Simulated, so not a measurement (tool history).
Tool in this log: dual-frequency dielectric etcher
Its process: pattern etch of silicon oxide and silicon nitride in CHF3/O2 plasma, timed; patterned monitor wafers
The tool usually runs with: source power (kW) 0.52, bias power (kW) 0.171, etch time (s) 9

| run | day | source power (kW) | bias power (kW) | etch time (s) | wafers since the last listed run | hours since the last wet clean | hours since the last source power generator calibration | hours since the last bias power generator calibration | hours since the last upper electrode change | hours since the gauge calibration | read-back reference wafer on the same gauge, depth_nm | mean etch depth across the wafer (nm) |
|---|---|---|---|---|---|---|---|---|---|---|---|---|
| 1 | 0 | 0.52 | 0.157 | 9 | 0 | 399.5 | 2882.9 | 1776.4 | 2454.5 | 641.9 | 13.8 | 11.77 |
| 2 | 0.908 | 0.52 | 0.171 | 9 | 347 | 421.3 | 2904.7 | 1798.2 | 2476.3 | 663.7 | 13.81 | 12.15 |
|  | 1.688 | source power generator calibrated |
| 3 | 1.888 | 0.52 | 0.171 | 9 | 310 | 444.8 | 4.8 | 1821.7 | 2499.8 | 687.2 | 13.81 | 12.22 |
| 4 | 3.062 | 0.52 | 0.171 | 9 | 449 | 473 | 33 | 1849.9 | 2528 | 715.4 | 13.8 | 12.18 |
| 5 | 4.358 | 0.52 | 0.186 | 9 | 495 | 504.1 | 64.1 | 1881 | 2559.1 | 746.5 | 13.81 | 12.66 |
| 6 | 5.308 | 0.52 | 0.186 | 9 | 363 | 526.9 | 86.9 | 1903.8 | 2581.9 | 769.3 | 13.8 | 12.62 |
|  | 6.154 | bias power generator calibrated |
| 7 | 6.175 | 0.52 | 0.186 | 9 | 267 | 547.7 | 107.7 | 0.5 | 2602.7 | 790.1 | 13.81 | 12.66 |
| 8 | 7.162 | 0.52 | 0.147 | 9.5 | 377 | 571.4 | 131.4 | 24.2 | 2626.4 | 813.8 | 13.79 | 12.27 |
|  | 8.421 | wet clean of the chamber |
| 9 | 8.442 | 0.52 | 0.171 | 9 | 106 | 0.5 | 162.1 | 54.9 | 2657.1 | 844.5 | 13.8 | 12.64 |
| 10 | 9.35 | 0.52 | 0.171 | 9 | 347 | 22.3 | 183.9 | 76.7 | 2678.9 | 866.3 | 13.8 | 12.54 |
| 11 | 10.275 | 0.52 | 0.171 | 9 | 353 | 44.5 | 206.1 | 98.9 | 2701.1 | 888.5 | 13.81 | 12.61 |
| 12 | 10.938 | 0.41 | 0.154 | 10.5 | 253 | 60.4 | 222 | 114.8 | 2717 | 904.4 | 13.79 | 13 |
| 13 | 12.358 | 0.4 | 0.159 | 9 | 543 | 94.5 | 256.1 | 148.9 | 2751.1 | 938.5 | 13.81 | 11.26 |
| 14 | 13.017 | 0.4 | 0.171 | 11 | 251 | 110.3 | 271.9 | 164.7 | 2766.9 | 954.3 | 13.79 | 14.11 |
| 15 | 13.9 | 0.46 | 0.171 | 9 | 337 | 131.5 | 293.1 | 185.9 | 2788.1 | 975.5 | 13.8 | 12.08 |
| 16 | 14.942 | 0.58 | 0.2 | 9 | 398 | 156.5 | 318.1 | 210.9 | 2813.1 | 1000.5 | 13.8 | 13.95 |
|  | 17.6 | upper electrode replaced |
| 17 | 17.671 | 0.55 | 0.171 | 9 | 661 | 222 | 383.6 | 276.4 | 1.7 | 1066 | 13.82 | 13.04 |
| 18 | 18.55 | 0.39 | 0.191 | 9 | 336 | 243.1 | 404.7 | 297.5 | 22.8 | 1087.1 | 13.79 | 11.84 |
|  | 20.608 | wet clean of the chamber, repeated, since the last time left the tool worse |
| 19 | 20.629 | 0.4 | 0.171 | 9 | 412 | 0.5 | 454.6 | 347.4 | 72.7 | 1137 | 13.81 | 10.87 |
|  | 20.738 | gauge calibrated |
| 20 | 21.667 | 0.47 | 0.171 | 9 | 396 | 25.4 | 479.5 | 372.3 | 97.6 | 22.3 | 13.81 | 11.55 |
| 21 | 22.812 | 0.48 | 0.171 | 9 | 438 | 52.9 | 507 | 399.8 | 125.1 | 49.8 | 13.79 | 11.62 |
| 22 | 23.442 | 0.46 | 0.171 | 9 | 240 | 68 | 522.1 | 414.9 | 140.2 | 64.9 | 13.81 | 11.54 |
| 23 | 24.729 | 0.52 | 0.171 | 9 | 492 | 98.9 | 553 | 445.8 | 171.1 | 95.8 | 13.81 | 12.02 |
| 24 | 25.988 | 0.62 | 0.171 | 9 | 481 | 129.1 | 583.2 | 476 | 201.3 | 126 | 13.79 | 12.86 |
| 25 | 27.421 | 0.46 | 0.214 | 8.5 | 548 | 163.5 | 617.6 | 510.4 | 235.7 | 160.4 | 13.79 | 11.76 |
| 26 | 28.021 | 0.44 | 0.171 | 9 | 229 | 177.9 | 632 | 524.8 | 250.1 | 174.8 | 13.8 | 11.41 |
| 27 | 28.858 | 0.39 | 0.193 | 10 | 320 | 198 | 652.1 | 544.9 | 270.2 | 194.9 | 13.8 | 12.64 |
| 28 | 29.788 | 0.48 | 0.2 | 8 | 355 | 220.3 | 674.4 | 567.2 | 292.5 | 217.2 | 13.8 | 11.02 |
| 29 | 30.771 | 0.52 | 0.189 | 7 | 376 | 243.9 | 698 | 590.8 | 316.1 | 240.8 | 13.8 | 9.69 |
| 30 | 31.362 | 0.45 | 0.128 | 9 | 226 | 258.1 | 712.2 | 605 | 330.3 | 255 | 13.8 | 10.45 |

How the hidden state differs across the entries between the runs, from the last listed run before each to the first after it:
In the gap between runs 2 and 3: source power generator calibrated (day 1.688)
  etch rate over this chamber's usual, %: 2.01 -> 2.14
  measured value less the no-hidden-state value, mean etch depth across the wafer (nm): +0.24 -> +0.25
In the gap between runs 6 and 7: bias power generator calibrated (day 6.154)
  etch rate over this chamber's usual, %: 2.59 -> 2.71
  measured value less the no-hidden-state value, mean etch depth across the wafer (nm): +0.32 -> +0.34
In the gap between runs 8 and 9: wet clean of the chamber (day 8.421)
  etch rate over this chamber's usual, %: 2.84 -> 5.3
  measured value less the no-hidden-state value, mean etch depth across the wafer (nm): +0.34 -> +0.63
In the gap between runs 16 and 17: upper electrode replaced (day 17.6)
  etch rate over this chamber's usual, %: 6.16 -> 6.52
  measured value less the no-hidden-state value, mean etch depth across the wafer (nm): +0.81 -> +0.8
In the gap between runs 18 and 19: wet clean of the chamber, repeated, since the last time left the tool worse (day 20.608)
  etch rate over this chamber's usual, %: 6.64 -> 0.269
  measured value less the no-hidden-state value, mean etch depth across the wafer (nm): +0.73 -> +0.03
In the gap between runs 19 and 20: gauge calibrated (day 20.738)
  etch rate over this chamber's usual, %: 0.269 -> 0.407
  measured value less the no-hidden-state value, mean etch depth across the wafer (nm): +0.03 -> +0.05

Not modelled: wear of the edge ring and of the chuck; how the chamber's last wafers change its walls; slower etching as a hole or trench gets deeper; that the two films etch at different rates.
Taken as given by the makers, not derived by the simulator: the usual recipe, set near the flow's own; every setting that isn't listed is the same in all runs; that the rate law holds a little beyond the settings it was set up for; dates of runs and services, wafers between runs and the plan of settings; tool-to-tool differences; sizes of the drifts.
